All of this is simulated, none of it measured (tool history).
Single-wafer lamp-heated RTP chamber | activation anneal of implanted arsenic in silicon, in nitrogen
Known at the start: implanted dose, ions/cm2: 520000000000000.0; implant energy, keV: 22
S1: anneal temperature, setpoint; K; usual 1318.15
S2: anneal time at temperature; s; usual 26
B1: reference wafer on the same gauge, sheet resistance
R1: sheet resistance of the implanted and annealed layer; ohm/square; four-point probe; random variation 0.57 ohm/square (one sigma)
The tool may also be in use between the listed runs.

{"run": 1, "hour": 0.0, "S1": 1318.15, "S2": 26, "B1": 153.16, "R1": 188.25}
{"run": 2, "hour": 26.2, "S1": 1318.15, "S2": 26, "B1": 153.1, "R1": 188.55}
{"hour": 53.2, "done": "gauge calibrated"}
{"hour": 53.9, "done": "reflector plate cleaned"}
{"run": 3, "hour": 61.2, "S1": 1318.15, "S2": 26, "B1": 152.94, "R1": 189.23}
{"run": 4, "hour": 79.9, "S1": 1318.15, "S2": 26, "B1": 152.85, "R1": 189.38}
{"run": 5, "hour": 106.8, "S1": 1318.15, "S2": 26, "B1": 152.95, "R1": 188.49}
{"run": 6, "hour": 141.1, "S1": 1318.15, "S2": 26, "B1": 153.14, "R1": 188.91}
{"run": 7, "hour": 153.7, "S1": 1318.15, "S2": 37, "B1": 152.87, "R1": 187.49}
{"run": 8, "hour": 172.7, "S1": 1326.15, "S2": 26, "B1": 153.0, "R1": 186.8}
{"run": 9, "hour": 190.5, "S1": 1326.15, "S2": 26, "B1": 152.85, "R1": 186.79}
{"run": 10, "hour": 206.8, "S1": 1326.15, "S2": 26, "B1": 152.97, "R1": 189.31}
{"run": 11, "hour": 225.4, "S1": 1340.15, "S2": 26, "B1": 152.96, "R1": 185.23}
{"run": 12, "hour": 244.8, "S1": 1340.15, "S2": 26, "B1": 152.93, "R1": 185.13}
{"run": 13, "hour": 261.3, "S1": 1340.15, "S2": 26, "B1": 153.09, "R1": 184.96}
{"run": 14, "hour": 281.6, "S1": 1299.15, "S2": 31, "B1": 153.01, "R1": 192.72}
{"run": 15, "hour": 298.3, "S1": 1318.15, "S2": 26, "B1": 152.83, "R1": 189.8}
{"run": 16, "hour": 312.7, "S1": 1318.15, "S2": 26, "B1": 152.88, "R1": 189.31}
{"run": 17, "hour": 325.3, "S1": 1341.15, "S2": 32, "B1": 152.97, "R1": 184.4}
{"run": 18, "hour": 349.9, "S1": 1289.15, "S2": 21, "B1": 153.06, "R1": 195.03}
{"run": 19, "hour": 382.4, "S1": 1301.15, "S2": 39, "B1": 152.76, "R1": 189.64}
{"run": 20, "hour": 405.6, "S1": 1318.15, "S2": 26, "B1": 152.94, "R1": 189.95}
{"hour": 429.2, "done": "pyrometer window cleaned and pyrometer calibrated"}
{"run": 21, "hour": 429.7, "S1": 1318.15, "S2": 26, "B1": 152.85, "R1": 189.58}
{"run": 22, "hour": 458.4, "S1": 1336.15, "S2": 26, "B1": 152.94, "R1": 186.53}
{"run": 23, "hour": 493.0, "S1": 1318.15, "S2": 26, "B1": 153.05, "R1": 189.27}
{"run": 24, "hour": 522.9, "S1": 1318.15, "S2": 26, "B1": 153.22, "R1": 189.64}
{"hour": 540.4, "done": "gauge calibrated"}
{"run": 25, "hour": 550.8, "S1": 1318.15, "S2": 36, "B1": 152.96, "R1": 187.05}
{"hour": 565.8, "done": "reflector plate cleaned"}
{"run": 26, "hour": 568.8, "S1": 1341.15, "S2": 11, "B1": 153.3, "R1": 191.88}
{"run": 27, "hour": 596.9, "S1": 1306.15, "S2": 34, "B1": 152.98, "R1": 189.14}
{"run": 28, "hour": 631.7, "S1": 1299.15, "S2": 31, "B1": 153.08, "R1": 190.85}
{"run": 29, "hour": 649.6, "S1": 1326.15, "S2": 26, "B1": 153.08, "R1": 187.22}
{"run": 30, "hour": 681.6, "S1": 1328.15, "S2": 20, "B1": 152.78, "R1": 190.25}
{"run": 31, "hour": 740.0, "S1": 1318.15, "S2": 12, "B1": 153.27, "R1": 194.36}
{"run": 32, "hour": 767.4, "S1": 1333.15, "S2": 18, "B1": 153.16, "R1": 190.15}
{"run": 33, "hour": 783.2, "S1": 1309.15, "S2": 41, "B1": 152.87, "R1": 186.43}
{"run": 34, "hour": 806.6, "S1": 1345.15, "S2": 42, "B1": 152.85, "R1": 180.42}
{"run": 35, "hour": 841.0, "S1": 1318.15, "S2": 38, "B1": 153.01, "R1": 186.44}
{"run": 36, "hour": 869.9, "S1": 1318.15, "S2": 26, "B1": 152.93, "R1": 188.97}
{"run": 37, "hour": 894.5, "S1": 1318.15, "S2": 30, "B1": 153.16, "R1": 187.99}

What the log doesn't show, run by run:
true wafer temperature minus pyrometer reading, K: 0 in every run
wafer temperature error from the tarnished reflector plate, K: 0 in every run
gauge reads high (%): 0 in every run

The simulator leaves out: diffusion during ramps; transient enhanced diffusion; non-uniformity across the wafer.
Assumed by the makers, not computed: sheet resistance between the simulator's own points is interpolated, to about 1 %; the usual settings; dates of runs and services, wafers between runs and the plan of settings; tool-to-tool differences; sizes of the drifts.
